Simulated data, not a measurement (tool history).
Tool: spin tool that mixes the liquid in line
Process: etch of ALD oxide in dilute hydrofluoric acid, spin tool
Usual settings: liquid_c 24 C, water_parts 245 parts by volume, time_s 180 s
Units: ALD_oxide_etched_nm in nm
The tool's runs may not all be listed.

run     day  liquid_c  water_parts  time_s  wafers since the last listed run  hours since the thermometer was replaced  hours since the hydrofluoric acid flow meter was replaced  hours since the gauge calibration  read-back film thickness of the ALD oxide reference wafer, read on the same gauge (nm)  ALD_oxide_etched_nm
  1       0        24          160     180                                 0                                     337.4                                                      563.6                             1472.6                                                                                      30                17.59
  2   1.425        24          160     180                               294                                     371.6                                                      597.8                             1506.8                                                                                   29.99                17.19
  3   3.883        24          245     180                               508                                     430.6                                                      656.8                             1565.8                                                                                   30.02                10.24
  4   5.933        24          245     180                               423                                     479.8                                                        706                               1615                                                                                      30                10.22
  5   7.638        22          245     180                               352                                     520.7                                                      746.9                             1655.9                                                                                      30                 9.62
  6   8.988        22          245     180                               279                                     553.1                                                      779.3                             1688.3                                                                                   29.99                 9.54
  7  11.471        22          245     180                               513                                     612.7                                                      838.9                             1747.9                                                                                   29.99                  9.4
  8  14.096        24          245     180                               542                                     675.7                                                      901.9                             1810.9                                                                                   29.99                10.16
  9  15.112        24          245     180                               210                                     700.1                                                      926.3                             1835.3                                                                                      30                10.04
 10  17.696        24          245     180                               534                                     762.1                                                      988.3                             1897.3                                                                                      30                10.06
 11    19.4        24          245     180                               352                                       803                                                     1029.2                             1938.2                                                                                   30.01                   10
     19.854  -- gauge calibrated
 12  21.896        24          245     180                               515                                     862.9                                                     1089.1                                 49                                                                                   30.02                 9.98
     25.625  -- thermometer replaced
     26.212  -- hydrofluoric acid flow meter replaced
 13  28.229        24          190     180                              1292                                      62.5                                                       48.4                                201                                                                                   29.97                14.84
 14    31.2        24          190     180                               614                                     133.8                                                      119.7                              272.3                                                                                   30.01                14.46
 15  32.733        24          190     180                               316                                     170.6                                                      156.5                              309.1                                                                                   30.01                14.46
 16  33.821        24          245     180                               224                                     196.7                                                      182.6                              335.2                                                                                   30.02                10.63
 17  36.025      25.5          245     255                               455                                     249.6                                                      235.5                              388.1                                                                                   29.99                15.61
 18  38.454        24          245     180                               502                                     307.9                                                      293.8                              446.4                                                                                   30.01                10.55

Forecast run 19:
 19  40.575      26.5          245     180                               438                                     358.8                                                      344.7                              497.3                                                                                       ?                    ?

Run 19 gave read-back film thickness of the ALD oxide reference wafer, read on the same gauge (nm) 29.98, ALD_oxide_etched_nm 11.64 nm.
Without the tool's hidden state the same run would have given ALD_oxide_etched_nm 12.05 nm.
